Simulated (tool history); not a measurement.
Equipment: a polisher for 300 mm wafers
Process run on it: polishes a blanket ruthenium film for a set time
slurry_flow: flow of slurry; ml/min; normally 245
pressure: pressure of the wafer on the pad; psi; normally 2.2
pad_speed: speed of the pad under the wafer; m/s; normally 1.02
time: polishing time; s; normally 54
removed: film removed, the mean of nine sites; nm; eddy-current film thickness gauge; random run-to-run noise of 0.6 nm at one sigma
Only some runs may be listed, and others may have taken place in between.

run	hour	slurry_flow	pressure	pad_speed	time	wafers since the last listed run	wafers polished on this pad	hours since the slurry nozzle was cleaned	hours since the head pressure was calibrated	incoming thickness of the incoming film, nm	removed
1	0	245	2.2	1.28	54	0	850	177.7	900.3	479.9	77.9
# hour 76: worn pad replaced by a new one
2	99.4	245	2.2	1.02	54	1189	292	277.1	999.7	486.4	62.5
3	112.8	245	2.2	1.02	54	167	459	290.5	1013.1	485.5	62.7
4	126.6	245	2.2	0.84	54	172	631	304.3	1026.9	480.2	51.6
5	152.4	245	2.2	0.84	54	321	952	330.1	1052.7	487.5	51.3
6	171.5	245	2.2	0.84	54	238	1191	349.2	1071.8	482.3	50.8
7	185.2	245	2.2	1.02	54	170	1361	362.9	1085.5	488.5	62.9
8	218.8	245	2.2	1.02	54	418	1780	396.5	1119.1	484.9	63.1
# hour 234: worn pad replaced by a new one
9	238.5	245	2.2	1.02	54	195	55	416.2	1138.8	473.5	63.3
10	265.7	245	2.2	1.02	54	339	394	443.4	1166	483.6	62.3
# hour 294.2: slurry nozzle cleaned
11	297.2	165	2.7	1.38	54	380	775	3	1197.5	479.2	94.5
12	348.1	245	2.7	0.88	54	634	1409	53.9	1248.4	480.1	63.9
# hour 353.8: head pressure recalibrated
# hour 386.8: worn pad replaced by a new one
13	445.2	245	2.2	1.02	54	1135	727	151	91.4	473.2	62.6
14	480.3	210	2.2	1.02	54	437	1165	186.1	126.5	483.5	61.4
# hour 545.8: worn pad replaced by a new one
15	567.1	245	2.2	1.02	54	1032	266	272.9	213.3	488.5	63.3
16	596	280	2.2	1.02	41	360	626	301.8	242.2	487.6	47.8
17	628	245	2.2	1.12	54	398	1025	333.8	274.2	476.7	69.3
18	671.8	285	2.2	1.02	54	546	1571	377.6	318	483.2	63.9
# hour 686.3: worn pad replaced by a new one
19	707.5	305	2.4	1.24	45	395	264	413.3	353.7	487.3	68.3

Across each entry between runs, compare the hidden state at the last listed run before it with the hidden state at the first listed run after it:
Run 1 -> run 2: worn pad replaced by a new one (hour 76)
  nothing in the hidden state changes from one run to the other
Run 8 -> run 9: worn pad replaced by a new one (hour 234)
  nothing in the hidden state changes from one run to the other
Run 10 -> run 11: slurry nozzle cleaned (hour 294.2)
  nothing in the hidden state changes from one run to the other
Run 12 -> run 13: head pressure recalibrated (hour 353.8); worn pad replaced by a new one (hour 386.8)
  nothing in the hidden state changes from one run to the other
Run 14 -> run 15: worn pad replaced by a new one (hour 545.8)
  nothing in the hidden state changes from one run to the other
Run 18 -> run 19: worn pad replaced by a new one (hour 686.3)
  nothing in the hidden state changes from one run to the other
